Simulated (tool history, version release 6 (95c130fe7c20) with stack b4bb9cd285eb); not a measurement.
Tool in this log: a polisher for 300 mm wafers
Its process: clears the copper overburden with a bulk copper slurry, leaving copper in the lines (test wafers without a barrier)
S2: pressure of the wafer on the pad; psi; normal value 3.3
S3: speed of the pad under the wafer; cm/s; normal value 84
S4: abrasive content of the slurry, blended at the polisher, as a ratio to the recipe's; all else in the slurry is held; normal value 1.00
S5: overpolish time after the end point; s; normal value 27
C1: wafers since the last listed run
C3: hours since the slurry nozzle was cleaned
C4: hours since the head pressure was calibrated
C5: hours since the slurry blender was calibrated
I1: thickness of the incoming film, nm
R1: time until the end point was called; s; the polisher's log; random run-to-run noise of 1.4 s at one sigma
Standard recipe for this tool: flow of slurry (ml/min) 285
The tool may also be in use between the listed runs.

run 1 day=0.000 | flow_of_slurry_(ml/min)=285 S2=3.3 S3=102 S4=1.00 S5=27 | C1=0 wafers_polished_on_this_pad=823 C3=755.0 C4=441.3 C5=371.2 | I1=980.2 | R1=100.2
-- day=0.729 slurry blender recalibrated
run 2 day=1.154 | flow_of_slurry_(ml/min)=285 S2=3.3 S3=102 S4=1.00 S5=27 | C1=207 wafers_polished_on_this_pad=1030 C3=782.7 C4=469.0 C5=10.2 | I1=1006.1 | R1=104.4
-- day=3.288 head pressure recalibrated
run 3 day=3.475 | flow_of_slurry_(ml/min)=285 S2=3.7 S3=72 S4=1.00 S5=27 | C1=432 wafers_polished_on_this_pad=1463 C3=838.4 C4=4.5 C5=65.9 | I1=997.7 | R1=123.4
run 4 day=5.946 | flow_of_slurry_(ml/min)=285 S2=3.3 S3=84 S4=1.00 S5=27 | C1=478 wafers_polished_on_this_pad=1941 C3=897.7 C4=63.8 C5=125.2 | I1=990.8 | R1=123.3
run 5 day=7.483 | flow_of_slurry_(ml/min)=285 S2=3.3 S3=84 S4=1.00 S5=27 | C1=297 wafers_polished_on_this_pad=2238 C3=934.6 C4=100.7 C5=162.1 | I1=990.8 | R1=125.1
-- day=7.992 slurry nozzle cleaned
run 6 day=9.729 | flow_of_slurry_(ml/min)=285 S2=3.3 S3=84 S4=1.00 S5=27 | C1=426 wafers_polished_on_this_pad=2665 C3=41.7 C4=154.6 C5=216.0 | I1=991.0 | R1=109.4
-- day=10.158 worn pad replaced by a new one
run 7 day=11.267 | flow_of_slurry_(ml/min)=260 S2=3.3 S3=84 S4=1.00 S5=27 | C1=265 wafers_polished_on_this_pad=214 C3=78.6 C4=191.5 C5=252.9 | I1=993.9 | R1=113.1
run 8 day=13.204 | flow_of_slurry_(ml/min)=260 S2=3.3 S3=84 S4=1.00 S5=27 | C1=374 wafers_polished_on_this_pad=589 C3=125.1 C4=238.0 C5=299.4 | I1=998.1 | R1=112.6
-- day=14.317 slurry blender recalibrated
run 9 day=16.046 | flow_of_slurry_(ml/min)=285 S2=3.3 S3=84 S4=1.00 S5=27 | C1=533 wafers_polished_on_this_pad=1123 C3=193.3 C4=306.2 C5=41.5 | I1=1001.9 | R1=112.3
run 10 day=18.950 | flow_of_slurry_(ml/min)=210 S2=3.3 S3=84 S4=1.00 S5=27 | C1=561 wafers_polished_on_this_pad=1685 C3=263.0 C4=375.9 C5=111.2 | I1=980.4 | R1=116.5
-- day=20.071 head pressure recalibrated
run 11 day=20.979 | flow_of_slurry_(ml/min)=220 S2=3.3 S3=84 S4=1.25 S5=27 | C1=376 wafers_polished_on_this_pad=2061 C3=311.7 C4=21.8 C5=159.9 | I1=978.5 | R1=109.7
run 12 day=22.950 | flow_of_slurry_(ml/min)=285 S2=3.3 S3=84 S4=1.00 S5=27 | C1=381 wafers_polished_on_this_pad=2443 C3=359.0 C4=69.1 C5=207.2 | I1=1005.8 | R1=115.7
run 13 day=25.121 | flow_of_slurry_(ml/min)=285 S2=3.3 S3=76 S4=1.00 S5=27 | C1=420 wafers_polished_on_this_pad=2863 C3=411.1 C4=121.2 C5=259.3 | I1=989.9 | R1=118.7
-- day=25.612 worn pad replaced by a new one
run 14 day=26.571 | flow_of_slurry_(ml/min)=285 S2=3.3 S3=84 S4=1.30 S5=27 | C1=248 wafers_polished_on_this_pad=185 C3=445.9 C4=156.0 C5=294.1 | I1=1006.8 | R1=108.6
run 15 day=27.971 | flow_of_slurry_(ml/min)=285 S2=4.2 S3=84 S4=1.00 S5=14 | C1=270 wafers_polished_on_this_pad=456 C3=479.5 C4=189.6 C5=327.7 | I1=996.9 | R1=95.1
run 16 day=30.121 | flow_of_slurry_(ml/min)=285 S2=4.1 S3=84 S4=1.00 S5=27 | C1=416 wafers_polished_on_this_pad=872 C3=531.1 C4=241.2 C5=379.3 | I1=999.2 | R1=98.7
-- day=30.292 slurry blender recalibrated
run 17 day=31.808 | flow_of_slurry_(ml/min)=285 S2=3.3 S3=84 S4=1.00 S5=27 | C1=310 wafers_polished_on_this_pad=1182 C3=571.6 C4=281.7 C5=36.4 | I1=987.4 | R1=114.2
run 18 day=33.967 | flow_of_slurry_(ml/min)=285 S2=3.3 S3=62 S4=1.00 S5=27 | C1=417 wafers_polished_on_this_pad=1600 C3=623.4 C4=333.5 C5=88.2 | I1=987.3 | R1=137.5
run 19 day=35.446 | flow_of_slurry_(ml/min)=285 S2=3.3 S3=84 S4=0.70 S5=27 | C1=286 wafers_polished_on_this_pad=1886 C3=658.9 C4=369.0 C5=123.7 | I1=992.4 | R1=124.6
run 20 day=38.025 | flow_of_slurry_(ml/min)=285 S2=3.3 S3=84 S4=1.00 S5=27 | C1=499 wafers_polished_on_this_pad=2385 C3=720.8 C4=430.9 C5=185.6 | I1=988.0 | R1=116.7
-- day=38.771 head pressure recalibrated
run 21 day=39.075 | flow_of_slurry_(ml/min)=285 S2=3.3 S3=100 S4=0.80 S5=36 | C1=187 wafers_polished_on_this_pad=2572 C3=746.0 C4=7.3 C5=210.8 | I1=995.7 | R1=108.1
-- day=40.667 worn pad replaced by a new one
run 22 day=41.179 | flow_of_slurry_(ml/min)=285 S2=3.3 S3=84 S4=0.80 S5=27 | C1=374 wafers_polished_on_this_pad=99 C3=796.5 C4=57.8 C5=261.3 | I1=993.6 | R1=123.4
-- day=41.550 slurry nozzle cleaned
run 23 day=43.138 | flow_of_slurry_(ml/min)=285 S2=3.3 S3=84 S4=0.90 S5=27 | C1=370 wafers_polished_on_this_pad=469 C3=38.1 C4=104.8 C5=308.3 | I1=992.3 | R1=115.2
run 24 day=44.642 | flow_of_slurry_(ml/min)=285 S2=3.3 S3=84 S4=1.00 S5=27 | C1=291 wafers_polished_on_this_pad=760 C3=74.2 C4=140.9 C5=344.4 | I1=994.3 | R1=111.1
run 25 day=47.058 | flow_of_slurry_(ml/min)=285 S2=3.3 S3=84 S4=1.00 S5=37 | C1=467 wafers_polished_on_this_pad=1228 C3=132.2 C4=198.9 C5=402.4 | I1=1000.8 | R1=112.7
-- day=47.238 slurry blender recalibrated
run 26 day=48.488 | flow_of_slurry_(ml/min)=285 S2=3.3 S3=84 S4=1.00 S5=27 | C1=260 wafers_polished_on_this_pad=1489 C3=166.5 C4=233.2 C5=30.0 | I1=993.5 | R1=112.7
run 27 day=50.038 | flow_of_slurry_(ml/min)=340 S2=3.3 S3=58 S4=0.90 S5=27 | C1=299 wafers_polished_on_this_pad=1788 C3=203.7 C4=270.4 C5=67.2 | I1=1001.3 | R1=141.1
run 28 day=52.442 | flow_of_slurry_(ml/min)=335 S2=3.3 S3=84 S4=1.00 S5=27 | C1=465 wafers_polished_on_this_pad=2254 C3=261.4 C4=328.1 C5=124.9 | I1=995.6 | R1=107.7
-- day=54.092 worn pad replaced by a new one
run 29 day=55.008 | flow_of_slurry_(ml/min)=285 S2=3.3 S3=84 S4=1.00 S5=27 | C1=464 wafers_polished_on_this_pad=177 C3=323.0 C4=389.7 C5=186.5 | I1=998.1 | R1=113.7

Forecast each of these 3 alternatives for the next run:
run A day=55.029 | flow_of_slurry_(ml/min)=285 S2=3.3 S3=84 S4=1.00 S5=27 | C1=4 wafers_polished_on_this_pad=181 C3=323.5 C4=390.2 C5=187.0 | I1=1000.6 | R1=?
run B day=55.029 | flow_of_slurry_(ml/min)=205 S2=3.3 S3=84 S4=1.25 S5=27 | C1=4 wafers_polished_on_this_pad=181 C3=323.5 C4=390.2 C5=187.0 | I1=1000.6 | R1=?
run C day=55.029 | flow_of_slurry_(ml/min)=240 S2=4.1 S3=84 S4=1.10 S5=19 | C1=4 wafers_polished_on_this_pad=181 C3=323.5 C4=390.2 C5=187.0 | I1=1000.6 | R1=?

run=A R1=112.3
run=B R1=113.7
run=C R1=97.9
With the hidden condition removed and each run's random variation left untouched, the same runs would have given:
run=A R1=110.8
run=B R1=111.4
run=C R1=96.3
